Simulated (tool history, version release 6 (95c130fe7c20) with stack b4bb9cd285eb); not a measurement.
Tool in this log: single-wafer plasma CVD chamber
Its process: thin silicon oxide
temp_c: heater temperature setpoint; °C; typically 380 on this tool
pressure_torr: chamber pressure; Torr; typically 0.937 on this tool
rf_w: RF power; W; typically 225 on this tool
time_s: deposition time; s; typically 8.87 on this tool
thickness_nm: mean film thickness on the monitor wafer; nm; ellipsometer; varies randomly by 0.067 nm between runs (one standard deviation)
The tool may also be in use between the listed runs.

run,day,temp_c,pressure_torr,rf_w,time_s,wafers since the last listed run,hours since the last thermocouple change,hours since the last RF generator calibration,hours since the last manometer calibration,hours since the showerhead was replaced,hours since the gauge calibration,"read-back reference wafer on the same gauge, thickness_nm",thickness_nm
1,0.000,380,0.937,225,8.87,0,1504.2,956.2,1655.6,3856.7,564.9,14.610,16.589
2,3.325,380,0.937,225,8.87,2015,1584.0,1036.0,1735.4,3936.5,644.7,14.601,16.645
3,6.442,376,0.937,225,8.87,1889,1658.8,1110.8,1810.2,4011.3,719.5,14.603,16.741
4,10.542,376,0.937,225,8.87,2485,1757.2,1209.2,1908.6,4109.7,817.9,14.601,16.594
5,13.592,376,0.937,225,8.87,1849,1830.4,1282.4,1981.8,4182.9,891.1,14.603,16.650
6,16.000,389,0.937,225,8.87,1460,1888.2,1340.2,2039.6,4240.7,948.9,14.603,16.588
7,19.804,389,0.937,225,8.87,2306,1979.5,1431.5,2130.9,4332.0,1040.2,14.604,16.358
8,23.812,389,0.937,225,8.87,2430,2075.7,1527.7,2227.1,4428.2,1136.4,14.594,16.517
# day 24.600: showerhead replaced, of another model than before
# day 26.167: capacitance manometer re-zeroed and calibrated
9,27.438,380,0.937,225,8.87,1793,2162.7,1614.7,30.5,68.1,1223.4,14.597,16.091
10,29.292,366,1.081,245,10.49,1124,2207.2,1659.2,75.0,112.6,1267.9,14.606,23.180
11,32.142,380,0.937,225,8.87,1727,2275.6,1727.6,143.4,181.0,1336.3,14.611,16.069
12,35.371,380,0.937,225,8.87,1957,2353.1,1805.1,220.9,258.5,1413.8,14.605,16.097
# day 36.183: RF generator calibrated
13,37.950,380,0.937,225,8.87,1361,2415.0,42.4,282.8,320.4,1475.7,14.591,16.868
14,39.971,380,0.937,225,8.87,1225,2463.5,90.9,331.3,368.9,1524.2,14.612,16.801
# day 41.150: thermocouple changed; heater temperature recalibrated
15,42.396,372,0.937,200,8.03,1268,29.9,149.1,389.5,427.1,1582.4,14.601,13.663
16,46.054,380,0.937,225,8.23,2217,117.7,236.9,477.3,514.9,1670.2,14.598,15.569
17,48.562,389,0.937,195,8.04,1520,177.9,297.1,537.5,575.1,1730.4,14.591,13.091
# day 60.138: gauge calibrated
18,60.492,366,1.081,245,10.49,7232,464.2,583.4,823.8,861.4,8.5,14.603,24.274
19,63.075,380,0.937,225,10.56,1566,526.2,645.4,885.8,923.4,70.5,14.596,19.847
20,65.042,374,0.864,205,10.07,1192,573.4,692.6,933.0,970.6,117.7,14.599,16.100
21,66.550,370,0.937,190,8.87,914,609.6,728.8,969.2,1006.8,153.9,14.607,14.129
22,68.229,394,1.152,265,9.72,1018,649.9,769.1,1009.5,1047.1,194.2,14.599,24.242
23,71.162,392,0.937,225,7.65,1778,720.3,839.5,1079.9,1117.5,264.6,14.597,14.161
24,75.450,385,0.704,265,7.92,2599,823.2,942.4,1182.8,1220.4,367.5,14.595,12.211
25,79.838,380,0.937,225,8.87,2660,928.5,1047.7,1288.1,1325.7,472.8,14.594,16.577
26,82.625,380,0.808,225,9.58,1689,995.4,1114.6,1355.0,1392.6,539.7,14.599,15.422
27,85.708,376,0.937,225,10.10,1869,1069.4,1188.6,1429.0,1466.6,613.7,14.595,18.917

Consider 5 possible next runs. They are alternatives, not a sequence: every one starts from the tool as it was left by run 27. What does each give?
A,85.725,380,0.937,245,8.87,10,1069.8,1189.0,1429.4,1467.0,614.1,?,?
B,85.725,380,0.937,265,7.23,10,1069.8,1189.0,1429.4,1467.0,614.1,?,?
C,85.725,393,0.862,225,8.87,10,1069.8,1189.0,1429.4,1467.0,614.1,?,?
D,85.725,388,1.153,245,8.87,10,1069.8,1189.0,1429.4,1467.0,614.1,?,?
E,85.725,380,0.826,225,8.87,10,1069.8,1189.0,1429.4,1467.0,614.1,?,?

run,"read-back reference wafer on the same gauge, thickness_nm",thickness_nm
A,14.598,17.768
B,14.598,15.357
C,14.598,15.124
D,14.598,20.824
E,14.598,14.583
Without the tool's hidden state the same runs would have given:
run,thickness_nm
A,18.145
B,15.667
C,15.464
D,21.266
E,14.910

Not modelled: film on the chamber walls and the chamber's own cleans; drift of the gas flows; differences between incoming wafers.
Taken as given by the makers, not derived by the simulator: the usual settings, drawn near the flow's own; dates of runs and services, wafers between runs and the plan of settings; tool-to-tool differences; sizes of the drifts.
